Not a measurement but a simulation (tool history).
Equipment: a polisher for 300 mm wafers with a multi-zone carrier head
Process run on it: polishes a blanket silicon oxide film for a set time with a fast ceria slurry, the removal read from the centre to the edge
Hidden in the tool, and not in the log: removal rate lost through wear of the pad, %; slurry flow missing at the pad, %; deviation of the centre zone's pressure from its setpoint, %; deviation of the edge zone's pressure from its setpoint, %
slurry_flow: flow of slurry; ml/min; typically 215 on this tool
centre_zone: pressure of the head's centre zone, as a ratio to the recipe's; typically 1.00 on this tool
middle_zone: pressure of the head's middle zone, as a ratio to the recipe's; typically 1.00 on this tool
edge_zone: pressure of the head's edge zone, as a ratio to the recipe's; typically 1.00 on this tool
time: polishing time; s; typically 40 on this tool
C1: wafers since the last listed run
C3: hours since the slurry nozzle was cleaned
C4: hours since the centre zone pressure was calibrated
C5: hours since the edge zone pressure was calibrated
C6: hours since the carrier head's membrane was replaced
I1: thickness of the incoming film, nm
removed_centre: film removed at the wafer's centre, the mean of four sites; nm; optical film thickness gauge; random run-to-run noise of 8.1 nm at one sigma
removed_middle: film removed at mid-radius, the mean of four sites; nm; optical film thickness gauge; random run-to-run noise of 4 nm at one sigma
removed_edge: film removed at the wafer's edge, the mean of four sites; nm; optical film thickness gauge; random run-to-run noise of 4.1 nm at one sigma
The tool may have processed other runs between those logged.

run 1 hour=0.0 | slurry_flow=215 centre_zone=1.00 middle_zone=1.00 edge_zone=1.00 time=50 | C1=0 wafers_polished_on_this_pad=6562 C3=254.3 C4=298.6 C5=597.7 C6=1518.1 | I1=3330.7 | removed_centre=643.1 removed_middle=629.4 removed_edge=654.8
-- hour=47.7 worn pad replaced by a new one
run 2 hour=84.0 | slurry_flow=215 centre_zone=1.00 middle_zone=1.00 edge_zone=1.00 time=40 | C1=918 wafers_polished_on_this_pad=416 C3=338.3 C4=382.6 C5=681.7 C6=1602.1 | I1=3384.8 | removed_centre=586.1 removed_middle=562.3 removed_edge=583.1
run 3 hour=124.3 | slurry_flow=175 centre_zone=1.00 middle_zone=1.00 edge_zone=1.00 time=40 | C1=462 wafers_polished_on_this_pad=878 C3=378.6 C4=422.9 C5=722.0 C6=1642.4 | I1=3312.2 | removed_centre=551.4 removed_middle=542.0 removed_edge=566.1
run 4 hour=170.9 | slurry_flow=260 centre_zone=1.08 middle_zone=1.00 edge_zone=1.10 time=32 | C1=534 wafers_polished_on_this_pad=1413 C3=425.2 C4=469.5 C5=768.6 C6=1689.0 | I1=3359.5 | removed_centre=466.9 removed_middle=434.4 removed_edge=471.4
run 5 hour=252.2 | slurry_flow=285 centre_zone=1.00 middle_zone=1.00 edge_zone=1.11 time=40 | C1=933 wafers_polished_on_this_pad=2346 C3=506.5 C4=550.8 C5=849.9 C6=1770.3 | I1=3309.9 | removed_centre=547.1 removed_middle=532.0 removed_edge=576.8
-- hour=319.2 carrier head's membrane replaced by a new one
-- hour=332.0 centre zone pressure recalibrated
run 6 hour=359.0 | slurry_flow=215 centre_zone=1.00 middle_zone=1.00 edge_zone=1.00 time=40 | C1=1145 wafers_polished_on_this_pad=3492 C3=613.3 C4=27.0 C5=956.7 C6=39.8 | I1=3298.5 | removed_centre=521.5 removed_middle=515.0 removed_edge=530.0
run 7 hour=404.5 | slurry_flow=215 centre_zone=1.00 middle_zone=1.00 edge_zone=1.00 time=40 | C1=522 wafers_polished_on_this_pad=4014 C3=658.8 C4=72.5 C5=1002.2 C6=85.3 | I1=3336.7 | removed_centre=510.4 removed_middle=505.2 removed_edge=527.4
-- hour=421.4 edge zone pressure recalibrated
run 8 hour=503.6 | slurry_flow=215 centre_zone=1.06 middle_zone=1.00 edge_zone=1.08 time=31 | C1=1114 wafers_polished_on_this_pad=5128 C3=757.9 C4=171.6 C5=82.2 C6=184.4 | I1=3332.7 | removed_centre=408.6 removed_middle=388.4 removed_edge=416.1
-- hour=534.1 slurry nozzle cleaned
run 9 hour=569.9 | slurry_flow=215 centre_zone=1.00 middle_zone=1.00 edge_zone=1.00 time=40 | C1=749 wafers_polished_on_this_pad=5878 C3=35.8 C4=237.9 C5=148.5 C6=250.7 | I1=3359.5 | removed_centre=532.7 removed_middle=508.6 removed_edge=524.1
run 10 hour=620.6 | slurry_flow=215 centre_zone=1.00 middle_zone=1.00 edge_zone=1.00 time=40 | C1=581 wafers_polished_on_this_pad=6459 C3=86.5 C4=288.6 C5=199.2 C6=301.4 | I1=3362.6 | removed_centre=514.3 removed_middle=505.9 removed_edge=520.1
-- hour=633.8 worn pad replaced by a new one
run 11 hour=677.2 | slurry_flow=145 centre_zone=1.07 middle_zone=1.10 edge_zone=1.00 time=45 | C1=603 wafers_polished_on_this_pad=497 C3=143.1 C4=345.2 C5=255.8 C6=358.0 | I1=3305.6 | removed_centre=643.4 removed_middle=659.6 removed_edge=638.1
run 12 hour=772.5 | slurry_flow=155 centre_zone=1.00 middle_zone=1.00 edge_zone=1.06 time=40 | C1=1093 wafers_polished_on_this_pad=1591 C3=238.4 C4=440.5 C5=351.1 C6=453.3 | I1=3354.6 | removed_centre=531.6 removed_middle=522.8 removed_edge=552.1
run 13 hour=813.5 | slurry_flow=255 centre_zone=1.00 middle_zone=1.00 edge_zone=1.04 time=40 | C1=470 wafers_polished_on_this_pad=2061 C3=279.4 C4=481.5 C5=392.1 C6=494.3 | I1=3385.0 | removed_centre=563.3 removed_middle=536.9 removed_edge=564.2
run 14 hour=876.6 | slurry_flow=215 centre_zone=1.00 middle_zone=1.00 edge_zone=1.00 time=40 | C1=724 wafers_polished_on_this_pad=2786 C3=342.5 C4=544.6 C5=455.2 C6=557.4 | I1=3300.6 | removed_centre=518.1 removed_middle=522.6 removed_edge=539.0
-- hour=928.4 centre zone pressure recalibrated
run 15 hour=950.9 | slurry_flow=175 centre_zone=1.00 middle_zone=1.00 edge_zone=1.00 time=40 | C1=829 wafers_polished_on_this_pad=3615 C3=416.8 C4=22.5 C5=529.5 C6=631.7 | I1=3309.0 | removed_centre=514.7 removed_middle=498.7 removed_edge=522.8
run 16 hour=1021.2 | slurry_flow=215 centre_zone=1.00 middle_zone=1.00 edge_zone=1.00 time=40 | C1=806 wafers_polished_on_this_pad=4422 C3=487.1 C4=92.8 C5=599.8 C6=702.0 | I1=3264.5 | removed_centre=509.7 removed_middle=514.8 removed_edge=523.5
run 17 hour=1078.4 | slurry_flow=235 centre_zone=1.00 middle_zone=1.00 edge_zone=1.00 time=40 | C1=656 wafers_polished_on_this_pad=5079 C3=544.3 C4=150.0 C5=657.0 C6=759.2 | I1=3295.1 | removed_centre=524.8 removed_middle=510.9 removed_edge=515.9
run 18 hour=1157.2 | slurry_flow=215 centre_zone=1.03 middle_zone=0.92 edge_zone=1.00 time=40 | C1=904 wafers_polished_on_this_pad=5983 C3=623.1 C4=228.8 C5=735.8 C6=838.0 | I1=3352.4 | removed_centre=508.9 removed_middle=465.7 removed_edge=514.4
-- hour=1195.2 worn pad replaced by a new one
run 19 hour=1239.8 | slurry_flow=215 centre_zone=1.11 middle_zone=1.00 edge_zone=1.00 time=40 | C1=902 wafers_polished_on_this_pad=512 C3=705.7 C4=311.4 C5=818.4 C6=920.6 | I1=3294.6 | removed_centre=594.8 removed_middle=550.5 removed_edge=565.6
-- hour=1496.3 slurry nozzle cleaned
-- hour=1502.4 centre zone pressure recalibrated
run 20 hour=1524.8 | slurry_flow=160 centre_zone=1.10 middle_zone=0.94 edge_zone=1.00 time=52 | C1=3236 wafers_polished_on_this_pad=3748 C3=28.5 C4=22.4 C5=1103.4 C6=1205.6 | I1=3342.4 | removed_centre=714.1 removed_middle=629.4 removed_edge=688.5
run 21 hour=1576.1 | slurry_flow=215 centre_zone=1.00 middle_zone=1.00 edge_zone=1.00 time=40 | C1=588 wafers_polished_on_this_pad=4337 C3=79.8 C4=73.7 C5=1154.7 C6=1256.9 | I1=3303.6 | removed_centre=530.6 removed_middle=511.4 removed_edge=531.1
-- hour=1619.2 edge zone pressure recalibrated
run 22 hour=1632.4 | slurry_flow=180 centre_zone=1.06 middle_zone=1.00 edge_zone=1.00 time=40 | C1=623 wafers_polished_on_this_pad=4960 C3=136.1 C4=130.0 C5=13.2 C6=1313.2 | I1=3337.7 | removed_centre=522.2 removed_middle=503.0 removed_edge=525.5

For each run, what was the tool's unlogged condition?
deviation of the centre zone's pressure from its setpoint, %: 0 at every run
deviation of the edge zone's pressure from its setpoint, %: 0 at every run
H1: removal rate lost through wear of the pad, %
H2: slurry flow missing at the pad, %
run=1 H1=12.8 H2=3.63
run=2 H1=2.49 H2=6.28
run=3 H1=4.39 H2=7.81
run=4 H1=6.17 H2=9.81
run=5 H1=8.44 H2=13.8
run=6 H1=10.3 H2=20.2
run=7 H1=10.9 H2=23.3
run=8 H1=11.7 H2=30.8
run=9 H1=12.1 H2=0.808
run=10 H1=12.3 H2=1.14
run=11 H1=3.19 H2=1.83
run=12 H1=7.02 H2=3.76
run=13 H1=8.18 H2=4.89
run=14 H1=9.58 H2=6.98
run=15 H1=10.7 H2=9.99
run=16 H1=11.5 H2=13.4
run=17 H1=12 H2=16.5
run=18 H1=12.4 H2=21.4
run=19 H1=2.72 H2=27.2
run=20 H1=10.4 H2=0.632
run=21 H1=10.9 H2=0.928
run=22 H1=11.4 H2=1.57
